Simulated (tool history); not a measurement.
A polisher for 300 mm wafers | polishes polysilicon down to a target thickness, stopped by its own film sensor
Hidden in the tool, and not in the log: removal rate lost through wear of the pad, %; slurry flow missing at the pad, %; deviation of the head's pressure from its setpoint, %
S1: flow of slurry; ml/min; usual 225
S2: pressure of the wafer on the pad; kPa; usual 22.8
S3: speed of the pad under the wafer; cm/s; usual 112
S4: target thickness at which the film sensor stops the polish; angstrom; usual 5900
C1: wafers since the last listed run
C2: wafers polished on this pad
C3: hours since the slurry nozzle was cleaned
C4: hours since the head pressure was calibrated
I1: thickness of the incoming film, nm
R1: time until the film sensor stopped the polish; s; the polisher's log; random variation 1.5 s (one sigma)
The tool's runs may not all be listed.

run     day   S1    S2   S3    S4   C1    C2     C3      C4      I1     R1
  1       0  225  22.8  112  5900    0   773   76.2  1449.4  1539.2   96.9
  2   0.446  225  25.5  112  5900   51   824   86.9  1460.1  1533.5   88.1
  3   2.558  225  22.8  112  5900  242  1067  137.6  1510.8  1551.7   97.7
  4   3.208  225  22.8  112  5900   74  1141  153.2  1526.4  1513.2   94.3
      3.629  -- worn pad replaced by a new one
  5   3.842  225  26.2  112  5900   53    24  168.4  1541.6  1532.9   83.4
  6   4.154  225  22.8  112  5900   35    59  175.9  1549.1  1520.4   97.3
  7   4.596  225  22.8  112  5900   50   110  186.5  1559.7  1510.6   93.6
  8   5.279  225  22.8  112  5900   78   188  202.9  1576.1  1526.4   97.2
  9   5.788  150  19.3  136  3360   58   247  215.1  1588.3    1518  122.5
 10   6.192  225  22.8  112  5900   46   293  224.8    1598  1513.8   95.1
      6.592  -- slurry nozzle cleaned
 11   6.904  265  15.2  122  8010   76   370    7.5  1615.1  1503.2     93
 12   8.454  225  22.8  112  4700  177   547   44.7  1652.3  1546.4  110.2
      8.771  -- head pressure recalibrated
 13   8.829  225  27.6  130  4930   33   581   53.7     1.4  1532.1   75.6
 14   9.321  265  16.5  126  5900   56   637   65.5    13.2  1532.7  112.2
 15   9.679  225  22.8   92  5900   41   678   74.1    21.8  1553.3  118.1
 16  10.738  225  22.8  112  5900  121   800   99.5    47.2  1525.6   94.2
 17  11.362  160  26.2  136  4780   71   871  114.5    62.2  1528.2   81.6

What the log doesn't show, run by run:
removal rate lost through wear of the pad, %: 0 in every run
slurry flow missing at the pad, %: 0 in every run
deviation of the head's pressure from its setpoint, %: 0 in every run

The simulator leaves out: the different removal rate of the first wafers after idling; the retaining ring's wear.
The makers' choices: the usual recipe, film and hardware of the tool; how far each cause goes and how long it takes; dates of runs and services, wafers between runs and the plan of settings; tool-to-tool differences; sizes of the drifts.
